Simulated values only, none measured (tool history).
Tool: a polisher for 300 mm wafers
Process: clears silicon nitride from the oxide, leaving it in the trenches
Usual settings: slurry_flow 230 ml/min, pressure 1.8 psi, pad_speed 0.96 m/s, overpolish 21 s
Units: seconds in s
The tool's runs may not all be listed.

| run | day | slurry_flow | pressure | pad_speed | overpolish | incoming thickness of the incoming film, nm | seconds |
|---|---|---|---|---|---|---|---|
| 1 | 0.000 | 230 | 1.8 | 0.96 | 21 | 69.5 | 127.8 |
| 2 | 0.512 | 230 | 1.8 | 0.96 | 21 | 69.2 | 125.4 |
| 3 | 0.829 | 230 | 1.8 | 0.96 | 21 | 69.7 | 124.1 |
| 4 | 1.250 | 230 | 1.8 | 0.96 | 21 | 69.5 | 130.5 |
| 5 | 1.925 | 230 | 1.8 | 0.96 | 21 | 69.4 | 130.5 |
| 6 | 2.233 | 230 | 1.8 | 0.96 | 21 | 70.8 | 133.3 |
|  | 2.617 | head pressure recalibrated |
|  | 2.746 | worn pad replaced by a new one |
| 7 | 2.862 | 230 | 1.8 | 0.96 | 21 | 71.1 | 136.5 |
| 8 | 3.488 | 230 | 1.8 | 0.96 | 21 | 71.0 | 139.4 |
| 9 | 4.042 | 260 | 1.8 | 1.28 | 32 | 70.3 | 104.4 |
|  | 4.596 | slurry nozzle cleaned |
| 10 | 4.638 | 230 | 1.8 | 0.96 | 21 | 68.7 | 118.4 |
| 11 | 5.342 | 155 | 2.1 | 0.96 | 21 | 70.3 | 115.5 |
| 12 | 5.633 | 300 | 2.0 | 0.96 | 21 | 69.5 | 105.4 |
| 13 | 5.938 | 230 | 1.8 | 0.96 | 21 | 71.1 | 124.9 |
| 14 | 6.542 | 230 | 1.8 | 0.96 | 13 | 69.5 | 119.2 |
|  | 7.075 | worn pad replaced by a new one |
| 15 | 7.100 | 230 | 2.3 | 0.96 | 21 | 70.2 | 100.0 |
| 16 | 7.475 | 285 | 1.6 | 0.64 | 30 | 69.4 | 176.9 |

Forecast each of these 3 alternatives for the next run:
| A | 7.496 | 230 | 1.8 | 0.96 | 21 | 69.1 | ? |
| B | 7.496 | 190 | 2.0 | 0.96 | 27 | 69.1 | ? |
| C | 7.496 | 200 | 1.2 | 1.26 | 14 | 69.1 | ? |

| run | seconds |
|---|---|
| A | 122.9 |
| B | 116.7 |
| C | 135.4 |
Without the tool's hidden state the same runs would have given:
| run | seconds |
|---|---|
| A | 120.3 |
| B | 113.7 |
| C | 132.1 |

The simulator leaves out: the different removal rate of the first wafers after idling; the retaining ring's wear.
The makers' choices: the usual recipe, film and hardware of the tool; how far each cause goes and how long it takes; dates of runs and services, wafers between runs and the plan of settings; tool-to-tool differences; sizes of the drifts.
